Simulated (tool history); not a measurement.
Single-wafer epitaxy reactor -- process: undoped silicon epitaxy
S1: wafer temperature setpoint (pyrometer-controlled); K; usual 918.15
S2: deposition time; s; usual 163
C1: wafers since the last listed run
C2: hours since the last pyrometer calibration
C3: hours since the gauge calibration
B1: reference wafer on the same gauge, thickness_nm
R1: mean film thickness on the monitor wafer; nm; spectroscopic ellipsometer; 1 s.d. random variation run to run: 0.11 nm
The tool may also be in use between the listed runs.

run 1 hour=0.0 | S1=918.15 S2=163 | C1=0 C2=1347.6 C3=130.9 | B1=24.363 | R1=25.050
run 2 hour=49.5 | S1=918.15 S2=163 | C1=478 C2=1397.1 C3=180.4 | B1=24.426 | R1=25.019
run 3 hour=95.5 | S1=918.15 S2=163 | C1=444 C2=1443.1 C3=226.4 | B1=24.323 | R1=25.000
run 4 hour=158.9 | S1=909.15 S2=163 | C1=612 C2=1506.5 C3=289.8 | B1=24.418 | R1=21.019
run 5 hour=445.5 | S1=909.15 S2=163 | C1=2768 C2=1793.1 C3=576.4 | B1=24.417 | R1=20.669
run 6 hour=524.1 | S1=909.15 S2=163 | C1=759 C2=1871.7 C3=655.0 | B1=24.372 | R1=20.809
run 7 hour=590.0 | S1=918.15 S2=163 | C1=636 C2=1937.6 C3=720.9 | B1=24.408 | R1=24.832
run 8 hour=698.0 | S1=918.15 S2=163 | C1=1043 C2=2045.6 C3=828.9 | B1=24.412 | R1=24.920
run 9 hour=757.2 | S1=918.15 S2=163 | C1=571 C2=2104.8 C3=888.1 | B1=24.385 | R1=24.806
run 10 hour=805.7 | S1=918.15 S2=163 | C1=468 C2=2153.3 C3=936.6 | B1=24.342 | R1=24.764
run 11 hour=861.1 | S1=918.15 S2=163 | C1=535 C2=2208.7 C3=992.0 | B1=24.355 | R1=24.621
-- hour=957.0 pyrometer calibrated
run 12 hour=960.0 | S1=918.15 S2=163 | C1=878 C2=3.0 C3=1090.9 | B1=24.390 | R1=25.326
run 13 hour=1016.0 | S1=925.15 S2=163 | C1=541 C2=59.0 C3=1146.9 | B1=24.405 | R1=29.023
run 14 hour=1099.7 | S1=918.15 S2=163 | C1=808 C2=142.7 C3=1230.6 | B1=24.406 | R1=25.598
run 15 hour=1175.9 | S1=918.15 S2=163 | C1=736 C2=218.9 C3=1306.8 | B1=24.391 | R1=25.110
run 16 hour=1256.0 | S1=918.15 S2=163 | C1=773 C2=299.0 C3=1386.9 | B1=24.383 | R1=25.261
run 17 hour=1570.1 | S1=918.15 S2=163 | C1=3034 C2=613.1 C3=1701.0 | B1=24.352 | R1=25.358
run 18 hour=1666.7 | S1=918.15 S2=163 | C1=933 C2=709.7 C3=1797.6 | B1=24.402 | R1=25.131
run 19 hour=1713.1 | S1=918.15 S2=148 | C1=448 C2=756.1 C3=1844.0 | B1=24.394 | R1=22.925
run 20 hour=1764.7 | S1=923.15 S2=135 | C1=498 C2=807.7 C3=1895.6 | B1=24.380 | R1=23.042
-- hour=1890.2 gauge calibrated
run 21 hour=2040.6 | S1=922.15 S2=146 | C1=2665 C2=1083.6 C3=150.4 | B1=24.407 | R1=24.519
run 22 hour=2142.0 | S1=918.15 S2=163 | C1=979 C2=1185.0 C3=251.8 | B1=24.419 | R1=25.136
run 23 hour=2231.7 | S1=918.15 S2=163 | C1=866 C2=1274.7 C3=341.5 | B1=24.374 | R1=25.376
run 24 hour=2286.7 | S1=909.15 S2=173 | C1=531 C2=1329.7 C3=396.5 | B1=24.361 | R1=22.468
run 25 hour=2343.1 | S1=918.15 S2=163 | C1=544 C2=1386.1 C3=452.9 | B1=24.390 | R1=25.069
run 26 hour=2429.7 | S1=918.15 S2=177 | C1=836 C2=1472.7 C3=539.5 | B1=24.445 | R1=27.036
run 27 hour=2479.1 | S1=925.15 S2=140 | C1=477 C2=1522.1 C3=588.9 | B1=24.424 | R1=24.628
run 28 hour=2576.6 | S1=918.15 S2=149 | C1=941 C2=1619.6 C3=686.4 | B1=24.473 | R1=22.750
run 29 hour=2620.7 | S1=911.15 S2=141 | C1=426 C2=1663.7 C3=730.5 | B1=24.409 | R1=18.739
run 30 hour=2707.2 | S1=912.15 S2=149 | C1=835 C2=1750.2 C3=817.0 | B1=24.416 | R1=20.258
run 31 hour=2771.8 | S1=909.15 S2=188 | C1=624 C2=1814.8 C3=881.6 | B1=24.388 | R1=24.158
run 32 hour=2855.0 | S1=906.15 S2=148 | C1=803 C2=1898.0 C3=964.8 | B1=24.414 | R1=17.909

Run 33 is up next; what results do you expect?
run 33 hour=2997.6 | S1=918.15 S2=163 | C1=1377 C2=2040.6 C3=1107.4 | B1=? | R1=?

Run 33 measured B1 24.378, R1 24.625 nm.
With the hidden condition absent and the run-to-run variation left alone, this run would have shown R1 25.086 nm.
